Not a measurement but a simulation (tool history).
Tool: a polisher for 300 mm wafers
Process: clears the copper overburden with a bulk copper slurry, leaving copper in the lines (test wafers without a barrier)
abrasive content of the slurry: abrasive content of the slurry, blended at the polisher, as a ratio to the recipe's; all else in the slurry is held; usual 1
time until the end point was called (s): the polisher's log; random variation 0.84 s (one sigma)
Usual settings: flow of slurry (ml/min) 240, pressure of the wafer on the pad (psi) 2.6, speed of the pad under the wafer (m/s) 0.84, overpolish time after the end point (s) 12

run	day	flow of slurry (ml/min)	pressure of the wafer on the pad (psi)	speed of the pad under the wafer (m/s)	abrasive content of the slurry	overpolish time after the end point (s)	wafers since the last listed run	wafers polished on this pad	hours since the slurry nozzle was cleaned	hours since the head pressure was calibrated	hours since the slurry blender was calibrated	incoming thickness of the incoming film, nm	time until the end point was called (s)
1	0	240	3	0.84	1	12	0	1104	518.5	573.3	362.7	700	82.1
# day 0.967: head pressure recalibrated
2	0.988	240	2.6	0.84	1.15	9	234	1339	542.2	0.5	386.4	680.5	91.6
# day 1.875: slurry nozzle cleaned
3	2.304	240	2.6	0.84	1	12	330	1669	10.3	32.1	418	678.8	94
4	2.921	285	2.6	0.84	1	12	159	1829	25.1	46.9	432.8	680.3	92
5	4.183	240	2.6	0.84	0.9	12	327	2157	55.4	77.2	463.1	694.8	95.9
6	5.071	240	2.6	0.84	1	12	230	2387	76.7	98.5	484.4	696.1	94.8
# day 5.179: slurry blender recalibrated
7	6.467	240	2.6	0.84	1	16	340	2727	110.2	132	30.9	685	95.7
# day 6.696: worn pad replaced by a new one
8	7.208	240	2.6	0.84	1	12	149	132	128	149.8	48.7	698.7	99.3
9	8.088	240	2.6	1	1.1	12	227	360	149.1	170.9	69.8	692.9	80.2
10	9.246	240	2	0.64	0.9	7	300	661	176.9	198.7	97.6	695.6	172.7
11	10.421	195	2	0.6	0.75	12	304	965	205.1	226.9	125.8	686.3	187
12	11.833	240	2.6	0.84	1	9	366	1332	239	260.8	159.7	680.8	97.4
13	12.838	175	2.6	0.84	1	14	260	1592	263.1	284.9	183.8	689.6	102.6
14	14.175	265	2.6	1.06	1.1	9	346	1939	295.2	317	215.9	697.4	78.4
15	14.75	240	2.6	0.84	1	12	149	2088	309	330.8	229.7	697.7	99.7
# day 15.733: slurry blender recalibrated, repeated, since the last time left the tool worse
16	16.179	185	2.6	1	1	12	348	2437	343.3	365.1	10.7	693.5	81
# day 16.438: worn pad replaced by a new one
17	17.562	240	2.6	0.84	1	12	315	291	376.5	398.3	43.9	705.5	94.1
18	18.579	240	2.6	0.84	1	12	263	554	400.9	422.7	68.3	688.7	92.1
19	19.625	210	3.3	0.84	1.15	8	271	826	426	447.8	93.4	694.2	73.9
20	20.221	240	2.6	1.06	1	12	154	980	440.3	462.1	107.7	700	74.9
21	21.462	280	2.3	0.84	1	6	321	1302	470.1	491.9	137.5	687.4	103.8
22	22.546	240	2.6	0.84	1.15	12	280	1583	496.1	517.9	163.5	684.4	89.8
23	23.288	240	1.9	1	1	12	192	1775	513.9	535.7	181.3	694.3	108.5

The next listed run, before its measurement:
24	24.729	240	2.6	0.84	1	12	373	2149	548.5	570.3	215.9	697.3	?

{"run 24": {"time until the end point was called (s)": 95}}
Without the tool's hidden state the same run would have given time until the end point was called (s) 93.4.
